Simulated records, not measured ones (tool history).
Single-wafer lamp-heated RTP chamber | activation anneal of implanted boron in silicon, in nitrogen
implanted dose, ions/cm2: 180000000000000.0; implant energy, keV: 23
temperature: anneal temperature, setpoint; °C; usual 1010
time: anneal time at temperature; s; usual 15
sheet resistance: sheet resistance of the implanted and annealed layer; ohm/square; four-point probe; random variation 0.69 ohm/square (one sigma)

run   hour  temperature  time  read-back reference wafer on the same gauge, sheet resistance  sheet resistance
  1    0.0         1033    15                                                         502.67            458.34
      16.1  -- pyrometer window cleaned and pyrometer calibrated
  2   16.6         1033    15                                                         502.33            457.21
  3   24.9         1026    19                                                         502.54            457.20
  4   60.7         1026    19                                                         502.12            457.44
  5  104.3         1026    19                                                         501.50            456.26
  6  152.8         1010    22                                                         501.00            457.23
  7  170.0         1010    15                                                         500.65            457.49
  8  180.1         1010    15                                                         500.63            458.53
     196.5  -- pyrometer window cleaned and pyrometer calibrated
  9  197.0         1010    15                                                         500.61            458.56
 10  212.6         1029    15                                                         500.37            455.21
 11  226.6         1029    15                                                         500.18            455.87
     236.4  -- gauge calibrated
 12  237.5         1029    15                                                         502.74            458.80
 13  244.6          982    20                                                         502.88            468.59
 14  259.8         1010    15                                                         502.67            460.09
     271.1  -- reflector plate cleaned
 15  271.6         1029    24                                                         502.64            456.90
 16  285.3         1010    15                                                         502.27            459.58
 17  300.2         1032    20                                                         502.14            457.55
     337.3  -- pyrometer window cleaned and pyrometer calibrated
 18  337.8          982     8                                                         502.06            472.60
 19  345.1          996    15                                                         501.80            461.54
 20  363.0         1018    12                                                         501.43            457.61
 21  379.8         1027    11                                                         501.18            457.66
 22  390.5          993    15                                                         501.41            463.39
 23  401.0         1033    15                                                         501.25            456.35
 24  418.5         1010    15                                                         500.99            457.45
 25  428.5         1040    20                                                         500.90            455.60

5 ways to go on from here, each from the tool as it stands after run 25. What would each give?
  A  428.9         1010    15                                                              ?                 ?
  B  428.9          980    19                                                              ?                 ?
  C  428.9         1010    19                                                              ?                 ?
  D  428.9         1039    12                                                              ?                 ?
  E  428.9         1010    11                                                              ?                 ?

run  read-back reference wafer on the same gauge, sheet resistance  sheet resistance
  A                                                         500.81            458.12
  B                                                         500.81            468.49
  C                                                         500.81            457.62
  D                                                         500.81            456.78
  E                                                         500.81            458.78
Without the tool's hidden state the same runs would have given:
run  sheet resistance
  A            460.03
  B            470.44
  C            459.53
  D            458.68
  E            460.69
